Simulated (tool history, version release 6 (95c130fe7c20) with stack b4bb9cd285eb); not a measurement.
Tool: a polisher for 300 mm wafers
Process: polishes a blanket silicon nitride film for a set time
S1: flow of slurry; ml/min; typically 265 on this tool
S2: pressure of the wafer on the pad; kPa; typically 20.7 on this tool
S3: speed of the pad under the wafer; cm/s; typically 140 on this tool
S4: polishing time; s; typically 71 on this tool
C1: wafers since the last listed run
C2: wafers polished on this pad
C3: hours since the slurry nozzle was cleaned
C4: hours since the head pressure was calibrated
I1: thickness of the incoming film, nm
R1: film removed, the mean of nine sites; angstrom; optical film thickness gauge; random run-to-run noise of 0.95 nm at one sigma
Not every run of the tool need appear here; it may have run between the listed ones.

run,hour,S1,S2,S3,S4,C1,C2,C3,C4,I1,R1
1,0.0,265,20.7,140,71,0,660,604.6,580.4,664.1,1545
2,15.6,265,20.7,140,71,209,869,620.2,596.0,653.5,1545
3,42.5,265,20.7,140,71,360,1230,647.1,622.9,658.3,1508
# hour 50.3: worn pad replaced by a new one
4,76.0,190,20.7,140,71,395,345,680.6,656.4,655.2,1484
5,110.1,190,20.7,140,71,457,802,714.7,690.5,661.9,1479
6,127.8,190,20.7,140,71,237,1040,732.4,708.2,667.3,1448
7,156.8,265,20.7,140,71,389,1429,761.4,737.2,659.2,1495
# hour 173.2: head pressure recalibrated
# hour 175.7: worn pad replaced by a new one
8,179.9,320,25.5,140,71,249,56,784.5,6.7,665.1,1926
# hour 187.0: slurry nozzle cleaned
9,207.3,320,25.5,140,71,354,410,20.3,34.1,660.8,1923
10,239.4,265,20.7,140,71,430,841,52.4,66.2,658.6,1529
11,263.4,265,20.7,140,71,321,1163,76.4,90.2,651.6,1519
# hour 281.6: worn pad replaced by a new one
12,299.0,265,20.7,156,80,423,233,112.0,125.8,659.1,1867
13,315.8,265,25.5,140,96,225,458,128.8,142.6,664.8,2581
14,330.8,265,20.7,140,71,201,659,143.8,157.6,662.2,1546
15,346.4,265,20.7,140,71,209,869,159.4,173.2,661.0,1517
16,368.6,360,20.7,184,71,297,1167,181.6,195.4,654.5,1797
# hour 398.9: worn pad replaced by a new one
17,402.3,175,20.7,140,59,398,45,215.3,229.1,660.7,1200
18,425.6,170,25.5,140,71,312,357,238.6,252.4,654.9,1752
19,452.7,265,20.7,140,71,363,721,265.7,279.5,662.8,1538
20,478.4,215,20.7,140,71,344,1066,291.4,305.2,665.6,1468
21,497.6,265,15.9,140,71,257,1323,310.6,324.4,660.9,1144
# hour 507.4: worn pad replaced by a new one
22,529.9,265,20.7,140,71,379,302,342.9,356.7,666.0,1562
23,552.8,185,20.7,140,71,307,609,365.8,379.6,663.3,1464

For each run, what was the tool's unlogged condition?
slurry flow missing at the pad, %: 0 on each run
deviation of the head's pressure from its setpoint, %: 0 on each run
H1: removal rate lost through wear of the pad, %
run,H1
1,1.28
2,2.07
3,3.94
4,0.493
5,1.79
6,2.87
7,5.25
8,0.995
9,1.43
10,2.79
11,4.41
12,0.203
13,0.589
14,1.15
15,1.94
16,3.43
17,1.72
18,2.04
19,3.01
20,4.53
21,6.05
22,0.964
23,1.66
